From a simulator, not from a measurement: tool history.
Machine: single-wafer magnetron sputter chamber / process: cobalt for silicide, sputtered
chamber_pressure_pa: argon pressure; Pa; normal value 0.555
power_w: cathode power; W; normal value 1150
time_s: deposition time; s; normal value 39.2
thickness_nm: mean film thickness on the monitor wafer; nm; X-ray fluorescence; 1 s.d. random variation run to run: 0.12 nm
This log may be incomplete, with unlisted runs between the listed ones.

run	hour	chamber_pressure_pa	power_w	time_s	read-back reference wafer on the same gauge, thickness_nm	thickness_nm
1	0	0.555	950	39.2	22.503	17.943
# hour 64: gauge calibrated
# hour 290.5: sputter target and shields replaced
2	312.2	0.555	950	39.2	22.471	18.107
3	353.5	0.555	1150	39.2	22.516	21.357
4	438.5	0.555	1150	39.2	22.499	21.273
# hour 729.9: sputter target and shields replaced
5	747.7	0.62	1150	39.2	22.502	21.093
6	1018	0.62	1150	39.2	22.504	21.017
7	1097	0.555	1300	41.5	22.481	25.491
# hour 1116.5: sputter target and shields replaced
8	1149.7	0.555	1300	41.5	22.497	25.487
9	1193.7	0.555	1150	39.2	22.504	21.9
10	1247.1	0.493	1150	39.2	22.506	22.382
# hour 1267.7: capacitance manometer re-zeroed and calibrated
11	1348.2	0.555	1450	32.9	22.512	21.709

Forecast run 12:
# hour 1374.5: magnet pack replaced
12	1416	0.691	900	39.2	?	?

{"run 12": {"read-back reference wafer on the same gauge, thickness_nm": 22.491, "thickness_nm": 15.989}}
Take away the tool's hidden state, keep the run-to-run variation as it was, and the same run would have given thickness_nm 15.896 nm.

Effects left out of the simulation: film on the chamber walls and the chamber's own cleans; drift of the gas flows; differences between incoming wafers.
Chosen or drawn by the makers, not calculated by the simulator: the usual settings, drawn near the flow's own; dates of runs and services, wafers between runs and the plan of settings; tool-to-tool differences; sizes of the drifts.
